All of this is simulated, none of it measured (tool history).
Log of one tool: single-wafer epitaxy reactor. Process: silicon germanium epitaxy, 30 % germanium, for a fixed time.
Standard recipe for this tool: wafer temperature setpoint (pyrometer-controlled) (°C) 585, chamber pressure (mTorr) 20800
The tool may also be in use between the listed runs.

run    hour  wafer temperature setpoint (pyrometer-controlled) (°C)  chamber pressure (mTorr)  read-back reference wafer on the same gauge, thickness_nm  mean film thickness on the monitor wafer (nm)
  1     0.0                                                     585                     20800                                                     49.967                                         43.129
  2    73.3                                                     585                     20800                                                     50.031                                         43.090
  3   126.3                                                     580                     20800                                                     49.966                                         38.558
  4   218.4                                                     581                     23400                                                     50.042                                         41.204
  5   287.8                                                     581                     23400                                                     50.022                                         41.205
  6   373.9                                                     581                     23400                                                     49.973                                         41.051
  7   441.5                                                     590                     20800                                                     49.963                                         47.563
  8   630.5                                                     590                     20800                                                     49.995                                         47.679
      658.1  -- gauge calibrated
  9   680.8                                                     574                     20800                                                     49.998                                         33.548
 10   823.9                                                     574                     20800                                                     50.004                                         33.486
 11   890.9                                                     573                     25800                                                     50.004                                         35.637
 12   956.1                                                     578                     17100                                                     50.043                                         33.835
      989.7  -- capacitance manometer re-zeroed and calibrated
 13  1016.1                                                     574                     20800                                                     50.001                                         33.437
 14  1066.0                                                     578                     25700                                                     50.041                                         39.677
 15  1124.6                                                     575                     16700                                                     50.006                                         31.488
 16  1191.3                                                     572                     18300                                                     50.001                                         30.371
     1199.7  -- pyrometer calibrated
     1269.0  -- showerhead replaced
 17  1493.2                                                     585                     20800                                                     50.003                                         43.288
 18  1596.4                                                     572                     23500                                                     50.031                                         33.890
 19  1690.7                                                     585                     24200                                                     50.012                                         45.840
 20  1753.8                                                     589                     16900                                                     49.986                                         43.443
 21  1845.2                                                     585                     20800                                                     49.968                                         43.085

Forecast each of these 4 alternatives for the next run:
  A  1845.6                                                     585                     20800                                                          ?                                              ?
  B  1845.6                                                     575                     24000                                                          ?                                              ?
  C  1845.6                                                     591                     24300                                                          ?                                              ?
  D  1845.6                                                     579                     23400                                                          ?                                              ?

run  read-back reference wafer on the same gauge, thickness_nm  mean film thickness on the monitor wafer (nm)
  A                                                     50.045                                         43.098
  B                                                     50.045                                         36.589
  C                                                     50.045                                         52.009
  D                                                     50.045                                         39.573
The same runs, with their run-to-run variation unchanged, on a tool lacking any hidden condition would have given:
run  mean film thickness on the monitor wafer (nm)
  A                                         43.188
  B                                         36.668
  C                                         52.116
  D                                         39.657

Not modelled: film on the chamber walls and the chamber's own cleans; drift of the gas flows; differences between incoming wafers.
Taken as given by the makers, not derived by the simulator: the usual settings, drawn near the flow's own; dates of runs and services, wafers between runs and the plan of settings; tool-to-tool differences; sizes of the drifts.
